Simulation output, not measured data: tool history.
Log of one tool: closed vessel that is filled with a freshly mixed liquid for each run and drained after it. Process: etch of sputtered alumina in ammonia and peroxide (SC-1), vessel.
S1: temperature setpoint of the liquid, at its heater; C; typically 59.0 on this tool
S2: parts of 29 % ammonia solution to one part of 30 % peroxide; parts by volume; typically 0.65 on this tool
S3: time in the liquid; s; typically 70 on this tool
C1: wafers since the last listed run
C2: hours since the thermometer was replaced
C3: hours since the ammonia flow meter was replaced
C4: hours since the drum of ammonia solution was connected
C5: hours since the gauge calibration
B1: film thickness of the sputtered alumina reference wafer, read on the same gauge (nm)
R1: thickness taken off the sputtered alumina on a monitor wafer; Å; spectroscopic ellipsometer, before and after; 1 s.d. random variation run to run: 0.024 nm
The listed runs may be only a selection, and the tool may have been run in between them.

run	hour	S1	S2	S3	C1	C2	C3	C4	C5	B1	R1
1	0.0	59.0	0.50	40	0	1290.7	163.7	782.9	80.3	110.01	58.7
2	23.3	59.0	0.50	40	1841	1314.0	187.0	806.2	103.6	109.99	58.6
3	58.9	59.0	0.50	40	2813	1349.6	222.6	841.8	139.2	109.99	58.9
4	76.4	64.5	0.80	70	1383	1367.1	240.1	859.3	156.7	110.00	142.0
5	89.6	64.5	0.80	70	1043	1380.3	253.3	872.5	169.9	109.97	141.8
6	108.2	59.0	0.45	70	1470	1398.9	271.9	891.1	188.5	109.99	101.8
7	139.8	59.0	0.65	70	2497	1430.5	303.5	922.7	220.1	109.97	106.1
8	172.5	63.5	0.45	70	2584	1463.2	336.2	955.4	252.8	110.00	127.9
9	202.6	63.5	0.45	70	2379	1493.3	366.3	985.5	282.9	109.97	128.2
10	289.7	63.5	0.45	70	6884	1580.4	453.4	1072.6	370.0	109.96	128.4
11	312.1	59.0	0.65	70	1770	1602.8	475.8	1095.0	392.4	109.98	105.8
12	331.9	65.0	0.45	85	1565	1622.6	495.6	1114.8	412.2	109.99	167.4
13	357.2	63.0	0.75	30	1999	1647.9	520.9	1140.1	437.5	109.97	56.5
# hour 372.4: ammonia flow meter replaced
# hour 377.4: new drum of ammonia solution connected
14	383.2	63.5	0.45	70	1897	1673.9	10.8	5.8	463.5	109.95	129.8
# hour 402.3: gauge calibrated
# hour 409.9: thermometer replaced
15	410.4	49.5	0.35	70	2070	0.5	38.0	33.0	8.1	109.99	57.8
16	427.4	68.5	0.55	95	1343	17.5	55.0	50.0	25.1	110.01	218.4
17	460.4	59.0	0.65	70	2608	50.5	88.0	83.0	58.1	110.03	101.9
18	479.4	59.0	0.45	90	1501	69.5	107.0	102.0	77.1	110.01	126.8

Run 19, settings as shown, results not yet in. Your forecast:
19	499.7	59.0	0.65	70	1604	89.8	127.3	122.3	97.4	?	?

{"run 19": {"B1": 110.02, "R1": 101.6}}
With no hidden state in the tool, this same run would have given R1 100.9 Å.
